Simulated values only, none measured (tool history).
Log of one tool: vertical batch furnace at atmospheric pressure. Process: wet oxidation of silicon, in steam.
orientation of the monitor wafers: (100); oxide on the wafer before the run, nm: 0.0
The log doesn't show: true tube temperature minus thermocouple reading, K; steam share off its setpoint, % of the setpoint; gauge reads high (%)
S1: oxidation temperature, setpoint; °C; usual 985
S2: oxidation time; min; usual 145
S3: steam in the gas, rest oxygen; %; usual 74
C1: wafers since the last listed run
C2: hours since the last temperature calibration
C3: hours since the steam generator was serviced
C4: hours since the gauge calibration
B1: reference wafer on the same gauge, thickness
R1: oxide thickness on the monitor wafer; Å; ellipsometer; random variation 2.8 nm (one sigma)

run,day,S1,S2,S3,C1,C2,C3,C4,B1,R1
1,0,985,145,74,0,1008.8,1202,1185,584.21,5462.4
# day 2.079: steam generator serviced
2,2.1,985,145,74,270,1059.2,0.5,1235.4,585.27,5403.7
3,5.579,985,145,74,854,1142.7,84,1318.9,587.55,5479.7
4,17.971,985,145,74,3044,1440.1,381.4,1616.3,591.86,5465.1
5,22.029,985,145,74,997,1537.5,478.8,1713.7,593.27,5475.4
6,24.458,985,145,74,596,1595.8,537.1,1772,594.03,5484.5
7,27.117,985,145,74,653,1659.6,600.9,1835.8,593.32,5484.2
# day 30.779: thermocouples replaced and temperature profile calibrated
8,30.8,985,185,78,659,0.5,689.3,1924.2,597.12,6745.5
# day 36.992: gauge calibrated
9,42.7,1003,145,74,2924,286.1,974.9,137,566.85,5837.3
10,45.479,985,145,81,682,352.8,1041.6,203.7,568.44,5595.2
11,49.354,961,124,66,952,445.8,1134.6,296.7,569.59,3670.5
12,51.483,985,201.5,62,523,496.9,1185.7,347.8,570.33,5850.5
# day 54.05: steam generator serviced
13,55.746,985,145,82,801,599.2,40.7,450.1,571.16,5697.6
14,57.279,973,196,84,376,636,77.5,486.9,573.33,6483.4

The next listed run, before its measurement:
15,59.179,996,125.5,69,466,681.6,123.1,532.5,?,?

Run 15 gave B1 571.96, R1 4967.1 Å.
Without the tool's hidden state the same run would have given R1 4936.6 Å.

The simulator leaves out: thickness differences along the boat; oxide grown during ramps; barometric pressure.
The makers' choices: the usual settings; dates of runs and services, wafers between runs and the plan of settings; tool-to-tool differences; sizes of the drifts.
